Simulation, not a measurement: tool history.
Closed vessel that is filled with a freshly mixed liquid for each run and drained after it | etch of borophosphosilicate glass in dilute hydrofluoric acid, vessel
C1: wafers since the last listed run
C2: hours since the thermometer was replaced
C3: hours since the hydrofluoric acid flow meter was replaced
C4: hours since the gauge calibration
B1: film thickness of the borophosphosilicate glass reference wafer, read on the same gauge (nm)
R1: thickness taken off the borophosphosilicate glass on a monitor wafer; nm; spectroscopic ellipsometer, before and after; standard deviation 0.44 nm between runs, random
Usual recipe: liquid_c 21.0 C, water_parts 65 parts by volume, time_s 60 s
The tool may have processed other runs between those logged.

Run 1, day 0.000: usual settings but liquid_c 18.0 C, time_s 40 s; C1 0; C2 1025.1; C3 1038.3; C4 267.3; B1 89.98. Result: R1 32.42 nm.
Run 2, day 0.642: usual settings but liquid_c 18.0 C; C1 1365; C2 1040.5; C3 1053.7; C4 282.7; B1 90.00. Result: R1 48.25 nm.
Run 3, day 1.833: usual settings but water_parts 85 parts by volume; C1 2535; C2 1069.1; C3 1082.3; C4 311.3; B1 90.02. Result: R1 41.19 nm.
Run 4, day 2.525: usual settings but water_parts 85 parts by volume; C1 1471; C2 1085.7; C3 1098.9; C4 327.9; B1 90.00. Result: R1 40.80 nm.
Run 5, day 3.221: usual settings but liquid_c 23.0 C, water_parts 85 parts by volume; C1 1480; C2 1102.4; C3 1115.6; C4 344.6; B1 90.00. Result: R1 44.02 nm.
Run 6, day 4.600: usual settings but liquid_c 24.5 C, water_parts 50 parts by volume; C1 2934; C2 1135.5; C3 1148.7; C4 377.7; B1 90.03. Result: R1 84.32 nm.
Run 7, day 5.442: usual settings but liquid_c 24.5 C, water_parts 50 parts by volume; C1 1790; C2 1155.7; C3 1168.9; C4 397.9; B1 90.04. Result: R1 84.16 nm.
Run 8, day 6.912: usual settings; C1 3129; C2 1191.0; C3 1204.2; C4 433.2; B1 90.01. Result: R1 54.41 nm.
Run 9, day 7.900: usual settings; C1 2100; C2 1214.7; C3 1227.9; C4 456.9; B1 89.99. Result: R1 55.23 nm.
Run 10, day 9.279: usual settings; C1 2934; C2 1247.8; C3 1261.0; C4 490.0; B1 90.00. Result: R1 56.45 nm.
Run 11, day 10.717: usual settings; C1 3058; C2 1282.3; C3 1295.5; C4 524.5; B1 89.99. Result: R1 55.83 nm.
Run 12, day 14.046: usual settings; C1 7082; C2 1362.2; C3 1375.4; C4 604.4; B1 90.00. Result: R1 56.09 nm.
Run 13, day 15.029: usual settings; C1 2091; C2 1385.8; C3 1399.0; C4 628.0; B1 90.00. Result: R1 55.13 nm.
Run 14, day 16.471: usual settings but time_s 70 s; C1 3066; C2 1420.4; C3 1433.6; C4 662.6; B1 89.98. Result: R1 64.93 nm.
Run 15, day 17.162: usual settings but time_s 70 s; C1 1471; C2 1437.0; C3 1450.2; C4 679.2; B1 90.00. Result: R1 65.38 nm.
Run 16, day 18.375: usual settings but time_s 75 s; C1 2579; C2 1466.1; C3 1479.3; C4 708.3; B1 89.99. Result: R1 70.10 nm.
Run 17, day 19.808: usual settings but time_s 30 s; C1 3049; C2 1500.5; C3 1513.7; C4 742.7; B1 89.98. Result: R1 27.98 nm.
Run 18, day 23.371: usual settings but liquid_c 18.0 C; C1 7578; C2 1586.0; C3 1599.2; C4 828.2; B1 90.00. Result: R1 49.89 nm.
At day 24.558: thermometer replaced.
Run 19, day 24.700: usual settings but liquid_c 23.5 C, water_parts 55 parts by volume; C1 2738; C2 3.4; C3 1631.1; C4 860.1; B1 90.02. Result: R1 68.15 nm.
Run 20, day 26.196: usual settings but liquid_c 17.0 C, water_parts 75 parts by volume; C1 3182; C2 39.3; C3 1667.0; C4 896.0; B1 89.99. Result: R1 36.98 nm.
Run 21, day 27.692: usual settings but liquid_c 18.0 C, time_s 40 s; C1 3182; C2 75.2; C3 1702.9; C4 931.9; B1 90.02. Result: R1 30.19 nm.
Run 22, day 28.629: usual settings but liquid_c 24.0 C, water_parts 35 parts by volume; C1 1994; C2 97.7; C3 1725.4; C4 954.4; B1 89.98. Result: R1 114.39 nm.
At day 28.808: gauge calibrated.
At day 29.721: hydrofluoric acid flow meter replaced.
Run 23, day 29.796: usual settings but water_parts 35 parts by volume; C1 2393; C2 125.7; C3 1.8; C4 23.7; B1 90.02. Result: R1 100.58 nm.
Run 24, day 32.142: usual settings but liquid_c 25.5 C, water_parts 35 parts by volume, time_s 45 s; C1 4990; C2 182.0; C3 58.1; C4 80.0; B1 89.98. Result: R1 89.43 nm.
Run 25, day 33.358: usual settings but water_parts 35 parts by volume, time_s 30 s; C1 2588; C2 211.2; C3 87.3; C4 109.2; B1 90.03. Result: R1 50.10 nm.
Run 26, day 34.717: usual settings but liquid_c 22.5 C; C1 2889; C2 243.8; C3 119.9; C4 141.8; B1 89.99. Result: R1 55.23 nm.
Run 27, day 35.267: usual settings; C1 1170; C2 257.0; C3 133.1; C4 155.0; B1 90.00. Result: R1 52.46 nm.
Run 28, day 35.917: usual settings but liquid_c 23.0 C, water_parts 85 parts by volume; C1 1382; C2 272.6; C3 148.7; C4 170.6; B1 89.97. Result: R1 42.62 nm.
Run 29, day 37.396: usual settings but liquid_c 25.0 C; C1 3146; C2 308.1; C3 184.2; C4 206.1; B1 90.00. Result: R1 62.12 nm.
Run 30, day 37.975: usual settings but liquid_c 17.5 C, water_parts 55 parts by volume, time_s 30 s; C1 1232; C2 322.0; C3 198.1; C4 220.0; B1 90.00. Result: R1 26.52 nm.
Run 31, day 39.654: usual settings but liquid_c 17.0 C, water_parts 85 parts by volume, time_s 85 s; C1 3572; C2 362.3; C3 238.4; C4 260.3; B1 90.00. Result: R1 46.85 nm.

5 ways to go on from here, each from the tool as it stands after run 31. What would each give?
Run A, day 39.683: usual settings but time_s 85 s; C1 62; C2 363.0; C3 239.1; C4 261.0; B1 ?. Result: R1 ?.
Run B, day 39.683: usual settings but liquid_c 17.0 C, water_parts 50 parts by volume, time_s 90 s; C1 62; C2 363.0; C3 239.1; C4 261.0; B1 ?. Result: R1 ?.
Run C, day 39.683: usual settings but liquid_c 19.5 C; C1 62; C2 363.0; C3 239.1; C4 261.0; B1 ?. Result: R1 ?.
Run D, day 39.683: usual settings but liquid_c 18.5 C, water_parts 50 parts by volume, time_s 70 s; C1 62; C2 363.0; C3 239.1; C4 261.0; B1 ?. Result: R1 ?.
Run E, day 39.683: usual settings but liquid_c 18.0 C, water_parts 50 parts by volume; C1 62; C2 363.0; C3 239.1; C4 261.0; B1 ?. Result: R1 ?.

run     B1     R1
  A  89.99  74.57
  B  89.99  88.18
  C  89.99  49.44
  D  89.99  73.16
  E  89.99  61.38
What these runs would have given with no unlogged condition in the tool:
run     R1
  A  72.70
  B  85.88
  C  48.19
  D  71.27
  E  59.79
